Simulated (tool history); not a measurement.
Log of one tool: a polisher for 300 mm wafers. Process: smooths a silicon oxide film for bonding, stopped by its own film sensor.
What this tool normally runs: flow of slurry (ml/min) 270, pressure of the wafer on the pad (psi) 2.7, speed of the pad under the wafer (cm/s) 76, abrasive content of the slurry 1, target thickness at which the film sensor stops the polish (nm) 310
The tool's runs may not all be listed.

run	day	flow of slurry (ml/min)	pressure of the wafer on the pad (psi)	speed of the pad under the wafer (cm/s)	abrasive content of the slurry	target thickness at which the film sensor stops the polish (nm)	wafers since the last listed run	wafers polished on this pad	hours since the slurry nozzle was cleaned	hours since the head pressure was calibrated	hours since the slurry blender was calibrated	incoming thickness of the incoming film, nm	time until the film sensor stopped the polish (s)
1	0	270	2.7	76	1	310	0	4333	4.4	762	353.6	360.8	64.5
# day 0.567: worn pad replaced by a new one
2	2.633	270	2.7	76	1	310	468	392	67.6	825.2	416.8	360.4	65.6
3	6.712	270	2.7	76	1	310	774	1166	165.5	923.1	514.7	359.6	65.2
4	9.088	270	2.7	76	1	310	450	1617	222.5	980.1	571.7	362.3	71.2
# day 10.062: slurry blender recalibrated
5	11.288	300	2.7	76	1	310	401	2019	275.3	1032.9	29.4	362.4	69.9
6	12.825	300	2.7	76	1	310	291	2311	312.2	1069.8	66.3	356.3	61.9
7	15.408	270	2.7	58	0.9	310	490	2801	374.2	1131.8	128.3	360.8	89.9
8	17.292	270	2.7	58	0.9	310	357	3159	419.4	1177	173.5	359.4	83.8
9	18.992	270	2.7	76	1	310	322	3481	460.2	1217.8	214.3	356	63
10	20.933	270	2.7	76	1	310	368	3850	506.8	1264.4	260.9	365.5	76.6
11	22.488	270	2.7	76	1	310	295	4145	544.1	1301.7	298.2	361.2	69.2
12	24.742	270	1.9	76	1	310	427	4573	598.2	1355.8	352.3	353.9	85.7
# day 25.025: worn pad replaced by a new one
13	28.271	270	2.7	76	1	310	638	616	682.9	1440.5	437	359.2	67.1
# day 28.512: head pressure recalibrated
# day 28.967: slurry nozzle cleaned, repeated, since the last time left the tool worse
14	31.367	270	2.7	76	1.15	310	564	1180	57.6	68.5	511.3	362.6	56.6
15	35.133	270	2.7	64	1.2	295	715	1895	148	158.9	601.7	356.9	74.7
# day 37.246: slurry blender recalibrated
16	38.083	270	2.7	76	1	310	544	2439	218.8	229.7	20.1	356.8	57.8
17	39.621	270	1.9	98	1.25	305	291	2731	255.7	266.6	57	352.9	63.6
18	43.221	270	2.7	76	1	310	683	3414	342.1	353	143.4	362.8	65.8
19	44.975	175	2.7	76	0.75	300	333	3747	384.2	395.1	185.5	352.8	96.3
20	48.3	270	3.4	90	1	325	631	4378	464	474.9	265.3	358.3	30.4
# day 50.871: worn pad replaced by a new one
21	51.779	270	2.7	76	1	298	628	172	547.5	558.4	348.8	355.4	71.4
# day 52.275: slurry nozzle cleaned
22	53.775	270	2.7	88	1.3	310	370	543	36	606.3	396.7	365.9	52.3
23	57.575	270	2.7	76	1	310	721	1264	127.2	697.5	487.9	361.1	63.5
24	59.429	270	1.9	98	1.25	305	352	1616	171.7	742	532.4	365.2	78.1
25	63.329	270	1.8	64	1	310	740	2357	265.3	835.6	626	354.4	88.2
# day 66.654: slurry blender recalibrated
# day 74.554: worn pad replaced by a new one
26	75.092	330	2.7	76	1	310	2185	101	547.6	1117.9	202.5	354.5	55.3
# day 75.558: slurry nozzle cleaned
27	77.904	270	2.7	76	1	310	526	627	56.3	1185.4	270	358.3	59.4
28	79.833	305	3.1	66	1	319	366	993	102.6	1231.7	316.3	366.4	54.7
29	83.638	270	2.7	76	1	310	722	1716	193.9	1323	407.6	356.2	56.9
# day 85.396: head pressure recalibrated
30	86.912	205	2.7	62	1	310	605	2322	272.5	36.4	486.2	353.2	62
# day 96.125: slurry blender recalibrated
31	98.867	270	2.7	76	1	310	2253	4575	559.4	323.3	65.8	358.5	60.1

Below are 3 alternative next runs, each starting from the tool's condition after run 31. Predict each:
A	98.883	270	2.7	58	1	310	3	4578	559.8	323.7	66.2	367.2	?
B	98.883	270	2.7	96	1	301	3	4578	559.8	323.7	66.2	367.2	?
C	98.883	325	2.7	84	1	321	3	4578	559.8	323.7	66.2	367.2	?

run	time until the film sensor stopped the polish (s)
A	84.4
B	73.3
C	54.1
With the hidden condition removed and each run's random variation left untouched, the same runs would have given:
run	time until the film sensor stopped the polish (s)
A	81.3
B	70.6
C	52.4

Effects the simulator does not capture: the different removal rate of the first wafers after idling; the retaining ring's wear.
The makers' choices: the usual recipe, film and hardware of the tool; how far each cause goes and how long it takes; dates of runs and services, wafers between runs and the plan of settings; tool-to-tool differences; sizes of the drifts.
